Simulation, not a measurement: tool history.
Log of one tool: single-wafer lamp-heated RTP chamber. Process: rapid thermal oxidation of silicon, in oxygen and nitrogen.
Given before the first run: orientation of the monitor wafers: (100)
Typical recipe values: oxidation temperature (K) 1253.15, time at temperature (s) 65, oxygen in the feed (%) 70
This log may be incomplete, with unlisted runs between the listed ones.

run    day  oxidation temperature (K)  time at temperature (s)  oxygen in the feed (%)  wafers since the last listed run  wafers since the last pyrometer calibration  hours since the oxygen flow controller was replaced  hours since the gauge calibration  read-back reference wafer on the same gauge, thickness  oxide thickness on the monitor wafer (nm)
  1  0.000                    1253.15                       65                      70                                 0                                         4845                                               4213.3                              112.5                                                   5.078                                      5.398
  2  0.508                    1253.15                       87                      70                                88                                         4933                                               4225.5                              124.7                                                   5.078                                      6.135
  3  1.154                    1253.15                       87                      70                               112                                         5046                                               4241.0                              140.2                                                   5.082                                      6.112
  4  1.512                    1253.15                       65                      70                                62                                         5109                                               4249.6                              148.8                                                   5.079                                      5.378
  5  2.204                    1253.15                       65                      70                               120                                         5230                                               4266.2                              165.4                                                   5.079                                      5.384
  6  2.888                    1253.15                       65                      70                               119                                         5349                                               4282.6                              181.8                                                   5.081                                      5.402
  7  3.342                    1253.15                       65                      70                                79                                         5428                                               4293.5                              192.7                                                   5.079                                      5.383
  8  3.992                    1253.15                       65                      70                               113                                         5542                                               4309.1                              208.3                                                   5.080                                      5.381
     4.367  -- oxygen flow controller replaced
  9  4.683                    1271.15                       65                      40                                62                                         5605                                                  7.6                              224.9                                                   5.081                                      5.075
 10  5.058                    1240.15                       48                      92                                65                                         5670                                                 16.6                              233.9                                                   5.082                                      4.738
 11  5.629                    1225.15                       65                      80                                99                                         5770                                                 30.3                              247.6                                                   5.081                                      4.614
     5.979  -- gauge calibrated
     7.196  -- pyrometer window cleaned and pyrometer calibrated
 12  7.862                    1253.15                       65                      70                               331                                          116                                                 83.9                               45.2                                                   5.079                                      5.052
 13  8.321                    1271.15                       88                      56                                80                                          196                                                 94.9                               56.2                                                   5.080                                      6.088
 14  8.975                    1253.15                       65                      70                               114                                          310                                                110.6                               71.9                                                   5.081                                      5.076
 15  9.429                    1225.15                       65                      80                                79                                          390                                                121.5                               82.8                                                   5.079                                      4.372
 16  9.750                    1273.15                       65                      96                                56                                          446                                                129.2                               90.5                                                   5.078                                      6.564

Below are 4 alternative next runs, each starting from the tool's condition after run 16. Predict each:
  A  9.771                    1253.15                       65                      85                                 3                                          450                                                129.7                               91.0                                                       ?                                          ?
  B  9.771                    1275.15                       57                      98                                 3                                          450                                                129.7                               91.0                                                       ?                                          ?
  C  9.771                    1253.15                       54                      43                                 3                                          450                                                129.7                               91.0                                                       ?                                          ?
  D  9.771                    1225.15                       39                      70                                 3                                          450                                                129.7                               91.0                                                       ?                                          ?

run  read-back reference wafer on the same gauge, thickness  oxide thickness on the monitor wafer (nm)
  A                                                   5.079                                      5.432
  B                                                   5.079                                      6.327
  C                                                   5.079                                      4.053
  D                                                   5.079                                      3.468
Take away the tool's hidden state, keep each run's random variation, and the runs would have read:
run  oxide thickness on the monitor wafer (nm)
  A                                      5.315
  B                                      6.191
  C                                      3.977
  D                                      3.409
